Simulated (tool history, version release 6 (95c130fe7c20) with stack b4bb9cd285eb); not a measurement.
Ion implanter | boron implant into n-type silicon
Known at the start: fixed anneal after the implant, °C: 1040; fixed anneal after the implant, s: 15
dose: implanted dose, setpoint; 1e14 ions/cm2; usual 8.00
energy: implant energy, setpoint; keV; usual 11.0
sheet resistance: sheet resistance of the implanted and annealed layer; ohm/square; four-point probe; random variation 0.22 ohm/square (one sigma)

run    hour   dose  energy  read-back reference wafer on the same gauge, sheet resistance  sheet resistance
  1     0.0   8.00    11.0                                                         129.98            146.30
  2    63.0   8.72    11.0                                                         129.97            136.29
  3   154.5   8.00    11.0                                                         130.02            146.80
  4   203.1   6.17     9.5                                                         129.95            186.40
  5   284.4   8.50    11.0                                                         129.96            139.73
  6   588.0   8.00    11.0                                                         130.07            147.64
  7   634.3   8.00    11.0                                                         129.85            147.31
  8   710.1   8.00    11.0                                                         130.01            147.11
  9   752.4   8.00    11.0                                                         130.05            147.80
 10   827.8   8.00    11.0                                                         130.05            147.43
 11   899.6   9.33    11.0                                                         129.96            130.12
 12   990.9   8.00    11.0                                                         130.01            147.70
 13  1083.5   8.00    11.0                                                         130.07            147.93
 14  1156.8   8.00    11.0                                                         129.85            148.05
 15  1228.5  10.24     8.0                                                         130.07            128.01
 16  1286.1   6.13    13.5                                                         129.99            183.08

Forecast run 17:
     1349.9  -- extraction supply calibrated
 17  1588.7  9.26     7.5                                                              ?                 ?

Run 17 gave read-back reference wafer on the same gauge, sheet resistance 130.03, sheet resistance 139.39 ohm/square.
Without the tool's hidden state the same run would have given sheet resistance 137.47 ohm/square.
